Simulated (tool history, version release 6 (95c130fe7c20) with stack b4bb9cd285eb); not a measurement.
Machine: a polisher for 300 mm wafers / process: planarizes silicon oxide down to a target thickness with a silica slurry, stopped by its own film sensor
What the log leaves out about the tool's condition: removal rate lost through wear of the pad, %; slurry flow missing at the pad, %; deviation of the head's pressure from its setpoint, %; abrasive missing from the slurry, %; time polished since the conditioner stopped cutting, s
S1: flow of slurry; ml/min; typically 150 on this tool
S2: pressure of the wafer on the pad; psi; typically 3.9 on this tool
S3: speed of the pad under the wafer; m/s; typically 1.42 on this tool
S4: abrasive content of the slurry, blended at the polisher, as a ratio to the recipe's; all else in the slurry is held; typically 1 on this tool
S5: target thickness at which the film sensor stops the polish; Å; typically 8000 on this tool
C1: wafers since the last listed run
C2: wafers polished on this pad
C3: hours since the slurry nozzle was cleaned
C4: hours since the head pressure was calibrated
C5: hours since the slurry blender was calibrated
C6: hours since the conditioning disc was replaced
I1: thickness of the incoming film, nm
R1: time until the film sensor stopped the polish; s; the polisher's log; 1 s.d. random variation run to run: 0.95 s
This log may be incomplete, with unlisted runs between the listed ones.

run 1 hour=0 | S1=150 S2=3.9 S3=1.42 S4=1.15 S5=8000 | C1=0 C2=151 C3=536.9 C4=8.9 C5=180.6 C6=263.2 | I1=1026.5 | R1=61.5
run 2 hour=31.1 | S1=150 S2=3.9 S3=1.42 S4=1 S5=8000 | C1=358 C2=510 C3=568 C4=40 C5=211.7 C6=294.3 | I1=1035.5 | R1=65.1
-- hour=48.1 conditioning disc replaced and pad reconditioned
run 3 hour=56.6 | S1=150 S2=3.9 S3=1.42 S4=1 S5=8000 | C1=270 C2=781 C3=593.5 C4=65.5 C5=237.2 C6=8.5 | I1=1023.5 | R1=63.5
run 4 hour=78.9 | S1=150 S2=3.9 S3=1.42 S4=1 S5=8000 | C1=257 C2=1038 C3=615.8 C4=87.8 C5=259.5 C6=30.8 | I1=1042 | R1=68.1
run 5 hour=94.4 | S1=150 S2=3.9 S3=1.42 S4=1.2 S5=8000 | C1=178 C2=1216 C3=631.3 C4=103.3 C5=275 C6=46.3 | I1=1042.3 | R1=63.1
run 6 hour=117.4 | S1=150 S2=3.9 S3=1.42 S4=1 S5=8000 | C1=265 C2=1482 C3=654.3 C4=126.3 C5=298 C6=69.3 | I1=1019.3 | R1=63.1
run 7 hour=139.3 | S1=150 S2=3.9 S3=1.42 S4=1 S5=8000 | C1=252 C2=1734 C3=676.2 C4=148.2 C5=319.9 C6=91.2 | I1=1045.7 | R1=70.4
run 8 hour=164.1 | S1=150 S2=3.9 S3=1.42 S4=1 S5=8000 | C1=285 C2=2020 C3=701 C4=173 C5=344.7 C6=116 | I1=1010.5 | R1=59.4
run 9 hour=188.5 | S1=165 S2=3.9 S3=1.42 S4=1 S5=8000 | C1=281 C2=2302 C3=725.4 C4=197.4 C5=369.1 C6=140.4 | I1=1009.3 | R1=58.6
-- hour=199.8 worn pad replaced by a new one
run 10 hour=220.8 | S1=150 S2=5.3 S3=0.96 S4=1.15 S5=8000 | C1=326 C2=241 C3=757.7 C4=229.7 C5=401.4 C6=172.7 | I1=1040.5 | R1=67.4
run 11 hour=234.7 | S1=150 S2=3.2 S3=1.68 S4=0.85 S5=8520 | C1=160 C2=402 C3=771.6 C4=243.6 C5=415.3 C6=186.6 | I1=1016.8 | R1=53.7
-- hour=239.6 slurry blender recalibrated
run 12 hour=246.9 | S1=150 S2=3.9 S3=1.42 S4=1 S5=7350 | C1=117 C2=519 C3=783.8 C4=255.8 C5=7.3 C6=198.8 | I1=1044.8 | R1=94.2
-- hour=248.9 slurry nozzle cleaned
run 13 hour=274.6 | S1=150 S2=3.9 S3=1.42 S4=0.85 S5=8000 | C1=307 C2=827 C3=25.7 C4=283.5 C5=35 C6=226.5 | I1=1041.3 | R1=61
run 14 hour=294.3 | S1=150 S2=4.7 S3=1.16 S4=1 S5=8000 | C1=227 C2=1054 C3=45.4 C4=303.2 C5=54.7 C6=246.2 | I1=1042.6 | R1=56.3
run 15 hour=313.2 | S1=150 S2=3.9 S3=1.28 S4=1.15 S5=8000 | C1=217 C2=1272 C3=64.3 C4=322.1 C5=73.6 C6=265.1 | I1=1036.2 | R1=58.6
-- hour=347 conditioning disc replaced and pad reconditioned
run 16 hour=348.7 | S1=130 S2=3 S3=1.42 S4=1 S5=8000 | C1=386 C2=1658 C3=99.8 C4=357.6 C5=109.1 C6=1.7 | I1=1032.1 | R1=75.2
-- hour=379.3 worn pad replaced by a new one
run 17 hour=394.2 | S1=150 S2=3.5 S3=1.42 S4=0.85 S5=8000 | C1=478 C2=172 C3=145.3 C4=403.1 C5=154.6 C6=47.2 | I1=1032.6 | R1=68.6
run 18 hour=409.9 | S1=150 S2=3.9 S3=1.42 S4=1 S5=8000 | C1=181 C2=353 C3=161 C4=418.8 C5=170.3 C6=62.9 | I1=1030.4 | R1=55.4
run 19 hour=433.4 | S1=150 S2=5 S3=1.06 S4=1 S5=8280 | C1=270 C2=624 C3=184.5 C4=442.3 C5=193.8 C6=86.4 | I1=1043.4 | R1=52.4
run 20 hour=455.4 | S1=150 S2=3.9 S3=1.42 S4=0.8 S5=7790 | C1=253 C2=877 C3=206.5 C4=464.3 C5=215.8 C6=108.4 | I1=1029.8 | R1=69.2
run 21 hour=472.6 | S1=180 S2=2.6 S3=1.42 S4=1.1 S5=7790 | C1=198 C2=1076 C3=223.7 C4=481.5 C5=233 C6=125.6 | I1=1042.8 | R1=93.2
run 22 hour=484.8 | S1=150 S2=4.9 S3=1.42 S4=1 S5=8000 | C1=140 C2=1216 C3=235.9 C4=493.7 C5=245.2 C6=137.8 | I1=1029.8 | R1=45
run 23 hour=519.6 | S1=150 S2=4.4 S3=1.42 S4=0.8 S5=8000 | C1=401 C2=1618 C3=270.7 C4=528.5 C5=280 C6=172.6 | I1=1043 | R1=58.7
run 24 hour=542.6 | S1=150 S2=3.3 S3=1.42 S4=1 S5=8000 | C1=265 C2=1883 C3=293.7 C4=551.5 C5=303 C6=195.6 | I1=1039.8 | R1=69.2
run 25 hour=575.2 | S1=150 S2=3.5 S3=1.42 S4=0.85 S5=8000 | C1=375 C2=2259 C3=326.3 C4=584.1 C5=335.6 C6=228.2 | I1=1050.6 | R1=73.9

Exercise: give the hidden state of the tool at every run:
removal rate lost through wear of the pad, %: 0 across all the runs
abrasive missing from the slurry, %: 0 across all the runs
time polished since the conditioner stopped cutting, s: 0 across all the runs
H1: slurry flow missing at the pad, %
H2: deviation of the head's pressure from its setpoint, %
run=1 H1=40.1 H2=0.822
run=2 H1=41.9 H2=1.51
run=3 H1=43.3 H2=2.04
run=4 H1=44.6 H2=2.47
run=5 H1=45.5 H2=2.76
run=6 H1=46.9 H2=3.16
run=7 H1=48.1 H2=3.53
run=8 H1=49.5 H2=3.91
run=9 H1=50.9 H2=4.27
run=10 H1=52.8 H2=4.7
run=11 H1=53.6 H2=4.88
run=12 H1=54.3 H2=5.03
run=13 H1=4.45 H2=5.35
run=14 H1=5.59 H2=5.57
run=15 H1=6.68 H2=5.76
run=16 H1=8.72 H2=6.11
run=17 H1=11.3 H2=6.5
run=18 H1=12.2 H2=6.63
run=19 H1=13.6 H2=6.81
run=20 H1=14.9 H2=6.96
run=21 H1=15.9 H2=7.08
run=22 H1=16.6 H2=7.16
run=23 H1=18.6 H2=7.38
run=24 H1=19.9 H2=7.51
run=25 H1=21.8 H2=7.68
